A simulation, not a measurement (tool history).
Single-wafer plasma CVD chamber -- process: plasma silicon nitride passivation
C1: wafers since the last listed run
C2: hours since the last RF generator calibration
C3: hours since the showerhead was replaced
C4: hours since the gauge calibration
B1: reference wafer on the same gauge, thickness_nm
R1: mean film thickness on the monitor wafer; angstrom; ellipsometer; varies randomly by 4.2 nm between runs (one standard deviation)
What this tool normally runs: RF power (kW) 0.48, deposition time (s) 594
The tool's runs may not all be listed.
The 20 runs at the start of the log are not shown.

Run 21, hour 1784.2: usual settings but RF power (kW) 0.515, deposition time (s) 562; C1 355; C2 952.1; C3 974.4; C4 1195.2; B1 991.409. Result: R1 8036.36 angstrom.
Run 22, hour 1861.1: usual settings; C1 288; C2 1029; C3 1051.3; C4 1272.1; B1 992.411. Result: R1 8438.52 angstrom.
Run 23, hour 1938.3: usual settings but RF power (kW) 0.435, deposition time (s) 661; C1 289; C2 1106.2; C3 1128.5; C4 1349.3; B1 992.626. Result: R1 9051.27 angstrom.
At hour 2007.4: gauge calibrated.
Run 24, hour 2024.5: usual settings but RF power (kW) 0.555; C1 323; C2 1192.4; C3 1214.7; C4 17.1; B1 991.866. Result: R1 8815.53 angstrom.
Run 25, hour 2124: usual settings but RF power (kW) 0.415; C1 373; C2 1291.9; C3 1314.2; C4 116.6; B1 995.239. Result: R1 7928.44 angstrom.
Run 26, hour 2192.5: usual settings but RF power (kW) 0.525, deposition time (s) 556; C1 257; C2 1360.4; C3 1382.7; C4 185.1; B1 995.898. Result: R1 8002.81 angstrom.
Run 27, hour 2313.7: usual settings but RF power (kW) 0.42, deposition time (s) 550; C1 454; C2 1481.6; C3 1503.9; C4 306.3; B1 994.98. Result: R1 7439.92 angstrom.
Run 28, hour 2397: usual settings but RF power (kW) 0.575, deposition time (s) 662; C1 312; C2 1564.9; C3 1587.2; C4 389.6; B1 996.483. Result: R1 9702.01 angstrom.
Run 29, hour 2463.9: usual settings; C1 251; C2 1631.8; C3 1654.1; C4 456.5; B1 995.905. Result: R1 8320.72 angstrom.
Run 30, hour 2553.5: usual settings but RF power (kW) 0.55, deposition time (s) 698; C1 336; C2 1721.4; C3 1743.7; C4 546.1; B1 995.191. Result: R1 10066.64 angstrom.
Run 31, hour 2642.2: usual settings; C1 332; C2 1810.1; C3 1832.4; C4 634.8; B1 994.112. Result: R1 8310.89 angstrom.

Here are 5 independent what-if runs from the current tool condition. What would each one return?
Run A, hour 2642.8: usual settings; C1 2; C2 1810.7; C3 1833; C4 635.4; B1 ?. Result: R1 ?.
Run B, hour 2642.8: usual settings but RF power (kW) 0.4, deposition time (s) 697; C1 2; C2 1810.7; C3 1833; C4 635.4; B1 ?. Result: R1 ?.
Run C, hour 2642.8: usual settings but RF power (kW) 0.39, deposition time (s) 709; C1 2; C2 1810.7; C3 1833; C4 635.4; B1 ?. Result: R1 ?.
Run D, hour 2642.8: usual settings but RF power (kW) 0.515, deposition time (s) 630; C1 2; C2 1810.7; C3 1833; C4 635.4; B1 ?. Result: R1 ?.
Run E, hour 2642.8: usual settings but RF power (kW) 0.42, deposition time (s) 476; C1 2; C2 1810.7; C3 1833; C4 635.4; B1 ?. Result: R1 ?.

run       B1       R1
  A  994.341  8310.47
  B  994.341  9241.16
  C  994.341  9330.48
  D  994.341  8999.33
  E  994.341  6402.37
With the hidden condition removed and each run's random variation left untouched, the same runs would have given:
run       R1
  A  8476.41
  B  9425.68
  C  9516.79
  D  9179.02
  E  6530.21
